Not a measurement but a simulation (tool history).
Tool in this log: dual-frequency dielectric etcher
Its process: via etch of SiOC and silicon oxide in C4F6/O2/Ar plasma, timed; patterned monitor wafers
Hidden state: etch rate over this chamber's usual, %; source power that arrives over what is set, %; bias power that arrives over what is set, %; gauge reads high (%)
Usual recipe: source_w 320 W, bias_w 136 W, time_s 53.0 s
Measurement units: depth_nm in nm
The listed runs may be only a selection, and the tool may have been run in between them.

run,hour,source_w,bias_w,time_s,wafers since the last listed run,hours since the last wet clean,hours since the last source power generator calibration,hours since the last bias power generator calibration,hours since the last upper electrode change,hours since the gauge calibration,"read-back reference wafer on the same gauge, depth_nm",depth_nm
1,0.0,320,128,53.0,0,62.5,1404.3,2506.1,5672.6,417.5,54.2,46.8
2,11.9,320,128,53.0,180,74.4,1416.2,2518.0,5684.5,429.4,54.2,46.7
3,21.3,320,136,63.5,142,83.8,1425.6,2527.4,5693.9,438.8,54.2,56.7
4,39.0,320,136,63.5,268,101.5,1443.3,2545.1,5711.6,456.5,54.2,56.9
5,53.3,320,136,63.5,216,115.8,1457.6,2559.4,5725.9,470.8,54.2,56.8
# hour 58.8: gauge calibrated
6,71.0,320,136,53.0,268,133.5,1475.3,2577.1,5743.6,12.2,54.1,47.2
7,84.5,320,136,53.0,204,147.0,1488.8,2590.6,5757.1,25.7,54.2,47.1
8,95.5,320,136,53.0,166,158.0,1499.8,2601.6,5768.1,36.7,54.2,47.3
9,111.0,380,136,53.0,235,173.5,1515.3,2617.1,5783.6,52.2,54.2,50.7
10,121.1,320,136,53.0,153,183.6,1525.4,2627.2,5793.7,62.3,54.2,47.4
11,153.1,320,136,53.0,485,215.6,1557.4,2659.2,5825.7,94.3,54.2,47.1
# hour 179.4: upper electrode replaced
12,179.9,320,136,53.0,42,242.4,1584.2,2686.0,0.5,121.1,54.2,47.3
13,180.2,350,108,37.5,4,242.7,1584.5,2686.3,0.8,121.4,54.2,32.4
14,189.9,320,136,58.0,147,252.4,1594.2,2696.0,10.5,131.1,54.2,51.6
15,204.0,320,104,43.5,213,266.5,1608.3,2710.1,24.6,145.2,54.2,36.2
16,220.8,300,136,53.0,254,283.3,1625.1,2726.9,41.4,162.0,54.2,45.7
17,227.4,340,163,39.0,100,289.9,1631.7,2733.5,48.0,168.6,54.2,37.4
18,241.5,280,136,45.5,213,304.0,1645.8,2747.6,62.1,182.7,54.2,38.4
19,259.1,320,136,60.0,266,321.6,1663.4,2765.2,79.7,200.3,54.2,53.3
# hour 272.8: source power generator calibrated
# hour 275.6: bias power generator calibrated
# hour 285.5: wet clean of the chamber
20,286.0,320,136,53.0,154,0.5,13.2,10.4,106.6,227.2,54.2,47.9
21,286.8,320,161,53.0,12,1.3,14.0,11.2,107.4,228.0,54.2,50.2
22,300.4,320,126,53.0,206,14.9,27.6,24.8,121.0,241.6,54.2,47.0
23,313.2,320,128,53.0,194,27.7,40.4,37.6,133.8,254.4,54.2,47.2
24,328.5,320,120,63.0,232,43.0,55.7,52.9,149.1,269.7,54.2,55.2
25,362.8,320,136,53.0,520,77.3,90.0,87.2,183.4,304.0,54.2,47.9
26,376.9,320,136,53.0,213,91.4,104.1,101.3,197.5,318.1,54.2,47.9
27,383.0,260,168,65.0,92,97.5,110.2,107.4,203.6,324.2,54.1,57.4
28,395.7,320,159,39.0,192,110.2,122.9,120.1,216.3,336.9,54.2,36.8
29,412.0,320,149,65.0,247,126.5,139.2,136.4,232.6,353.2,54.3,60.1

For each run, the measured value with the value that run would have given without the tool's hidden condition subtracted. The run-to-run variation is shared by both, the gauge scatter possibly not:
run,depth_nm
1,-0.6
2,-0.7
3,-0.8
4,-0.9
5,-1.0
6,-0.7
7,-0.7
8,-0.8
9,-0.8
10,-0.8
11,-0.9
12,-0.9
13,-0.7
14,-1.0
15,-0.7
16,-0.9
17,-0.8
18,-0.8
19,-1.1
20,-0.2
21,-0.2
22,-0.2
23,-0.2
24,-0.2
25,-0.2
26,-0.2
27,-0.2
28,-0.1
29,-0.2
